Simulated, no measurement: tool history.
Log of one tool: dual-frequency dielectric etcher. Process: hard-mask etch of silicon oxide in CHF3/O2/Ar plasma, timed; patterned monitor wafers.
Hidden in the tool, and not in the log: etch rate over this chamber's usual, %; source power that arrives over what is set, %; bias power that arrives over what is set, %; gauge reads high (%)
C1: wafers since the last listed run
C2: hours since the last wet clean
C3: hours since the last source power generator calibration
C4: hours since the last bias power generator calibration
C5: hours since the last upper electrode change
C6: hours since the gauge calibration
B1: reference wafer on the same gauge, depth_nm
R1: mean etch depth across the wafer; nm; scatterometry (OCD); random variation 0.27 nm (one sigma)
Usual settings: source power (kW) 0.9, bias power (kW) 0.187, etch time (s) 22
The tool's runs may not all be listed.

Run 1, hour 0: usual settings but source power (kW) 0.82, bias power (kW) 0.152; C1 0; C2 48.5; C3 2444.9; C4 2377.3; C5 2392.6; C6 407.8; B1 55.2. Result: R1 44.9 nm.
Run 2, hour 19.5: usual settings but etch time (s) 24.5; C1 192; C2 68; C3 2464.4; C4 2396.8; C5 2412.1; C6 427.3; B1 55.1. Result: R1 57 nm.
At hour 29.2: source power generator calibrated.
Run 3, hour 33.4: usual settings but source power (kW) 1.05, bias power (kW) 0.151; C1 97; C2 81.9; C3 4.2; C4 2410.7; C5 2426; C6 441.2; B1 55.3. Result: R1 51.9 nm.
Run 4, hour 60.8: usual settings but bias power (kW) 0.203, etch time (s) 20.5; C1 270; C2 109.3; C3 31.6; C4 2438.1; C5 2453.4; C6 468.6; B1 55.3. Result: R1 49.4 nm.
Run 5, hour 91.3: usual settings but bias power (kW) 0.203, etch time (s) 20.5; C1 301; C2 139.8; C3 62.1; C4 2468.6; C5 2483.9; C6 499.1; B1 55.1. Result: R1 49.9 nm.
Run 6, hour 124.4: usual settings; C1 326; C2 172.9; C3 95.2; C4 2501.7; C5 2517; C6 532.2; B1 55.2. Result: R1 52.1 nm.
Run 7, hour 222.5: usual settings but etch time (s) 16; C1 968; C2 271; C3 193.3; C4 2599.8; C5 2615.1; C6 630.3; B1 55.2. Result: R1 38.3 nm.
Run 8, hour 253.9: usual settings; C1 309; C2 302.4; C3 224.7; C4 2631.2; C5 2646.5; C6 661.7; B1 55.3. Result: R1 52 nm.
Run 9, hour 349.8: usual settings; C1 946; C2 398.3; C3 320.6; C4 2727.1; C5 2742.4; C6 757.6; B1 55.1. Result: R1 52.6 nm.
Run 10, hour 374.4: usual settings but source power (kW) 0.79, bias power (kW) 0.157, etch time (s) 18.5; C1 242; C2 422.9; C3 345.2; C4 2751.7; C5 2767; C6 782.2; B1 55.2. Result: R1 39 nm.
At hour 388.6: bias power generator calibrated.
Run 11, hour 398.3: usual settings; C1 196; C2 446.8; C3 369.1; C4 9.7; C5 2790.9; C6 806.1; B1 55.3. Result: R1 53.5 nm.
Run 12, hour 413.9: usual settings but source power (kW) 1.02, bias power (kW) 0.15; C1 153; C2 462.4; C3 384.7; C4 25.3; C5 2806.5; C6 821.7; B1 55.4. Result: R1 52.3 nm.
Run 13, hour 448.3: usual settings but source power (kW) 1.03, bias power (kW) 0.142; C1 339; C2 496.8; C3 419.1; C4 59.7; C5 2840.9; C6 856.1; B1 55.3. Result: R1 52 nm.
Run 14, hour 467.3: usual settings; C1 187; C2 515.8; C3 438.1; C4 78.7; C5 2859.9; C6 875.1; B1 55.1. Result: R1 53.5 nm.
Run 15, hour 497.8: usual settings but source power (kW) 0.98; C1 301; C2 546.3; C3 468.6; C4 109.2; C5 2890.4; C6 905.6; B1 55.2. Result: R1 56.1 nm.
Run 16, hour 510: usual settings but source power (kW) 0.74, bias power (kW) 0.228, etch time (s) 17; C1 120; C2 558.5; C3 480.8; C4 121.4; C5 2902.6; C6 917.8; B1 55.1. Result: R1 39.8 nm.
Run 17, hour 527.2: usual settings but source power (kW) 0.82, bias power (kW) 0.165; C1 169; C2 575.7; C3 498; C4 138.6; C5 2919.8; C6 935; B1 55.3. Result: R1 48.9 nm.
Run 18, hour 543.8: usual settings but source power (kW) 0.74, bias power (kW) 0.231, etch time (s) 19; C1 163; C2 592.3; C3 514.6; C4 155.2; C5 2936.4; C6 951.6; B1 55.1. Result: R1 44.9 nm.
At hour 545.3: gauge calibrated.
At hour 572.3: wet clean of the chamber.
At hour 593.5: upper electrode replaced.
Run 19, hour 594: usual settings but bias power (kW) 0.164; C1 50; C2 21.7; C3 564.8; C4 205.4; C5 0.5; C6 48.7; B1 55.2. Result: R1 49.3 nm.
Run 20, hour 594.3: usual settings; C1 2; C2 22; C3 565.1; C4 205.7; C5 0.8; C6 49; B1 55.1. Result: R1 51.7 nm.
Run 21, hour 603: usual settings but source power (kW) 1.05, etch time (s) 16; C1 85; C2 30.7; C3 573.8; C4 214.4; C5 9.5; C6 57.7; B1 55.2. Result: R1 41.1 nm.
Run 22, hour 617.2: usual settings but source power (kW) 0.79, bias power (kW) 0.17, etch time (s) 24.5; C1 140; C2 44.9; C3 588; C4 228.6; C5 23.7; C6 71.9; B1 55.1. Result: R1 51.4 nm.
Run 23, hour 629.7: usual settings; C1 123; C2 57.4; C3 600.5; C4 241.1; C5 36.2; C6 84.4; B1 55.3. Result: R1 52.4 nm.
Run 24, hour 656.9: usual settings but source power (kW) 1.11, bias power (kW) 0.171, etch time (s) 19.5; C1 268; C2 84.6; C3 627.7; C4 268.3; C5 63.4; C6 111.6; B1 55.3. Result: R1 49.9 nm.
Run 25, hour 754.3: usual settings; C1 961; C2 182; C3 725.1; C4 365.7; C5 160.8; C6 209; B1 55.3. Result: R1 52.3 nm.
Run 26, hour 772.7: usual settings but bias power (kW) 0.205, etch time (s) 24.5; C1 181; C2 200.4; C3 743.5; C4 384.1; C5 179.2; C6 227.4; B1 55.2. Result: R1 60.5 nm.
Run 27, hour 864: usual settings but source power (kW) 0.77, bias power (kW) 0.214, etch time (s) 27; C1 901; C2 291.7; C3 834.8; C4 475.4; C5 270.5; C6 318.7; B1 55.2. Result: R1 62.1 nm.
Run 28, hour 891.4: usual settings but source power (kW) 0.75, bias power (kW) 0.205, etch time (s) 16; C1 270; C2 319.1; C3 862.2; C4 502.8; C5 297.9; C6 346.1; B1 55.2. Result: R1 36 nm.
Run 29, hour 921.3: usual settings but bias power (kW) 0.176; C1 295; C2 349; C3 892.1; C4 532.7; C5 327.8; C6 376; B1 55.4. Result: R1 52 nm.

Some steps in R1 between neighbouring runs. How much of each would the tool show without its hidden state too (settings, what came in, random variation), and how much is left for the hidden state, with any gauge scatter that isn't in both results?
Run 15 -> 16: source power (kW) 0.98 -> 0.74, bias power (kW) 0.187 -> 0.228, etch time (s) 22 -> 17. R1 -16.3 nm: hidden state -0.7, all else -15.6.
Run 18 -> 19: source power (kW) 0.74 -> 0.9, bias power (kW) 0.231 -> 0.164, etch time (s) 19 -> 22, gauge calibrated, wet clean of the chamber, upper electrode replaced. R1 +4.4 nm: hidden state -1.8, all else +6.2.
Run 27 -> 28: source power (kW) 0.77 -> 0.75, bias power (kW) 0.214 -> 0.205, etch time (s) 27 -> 16. R1 -26.1 nm: hidden state -0.8, all else -25.3.
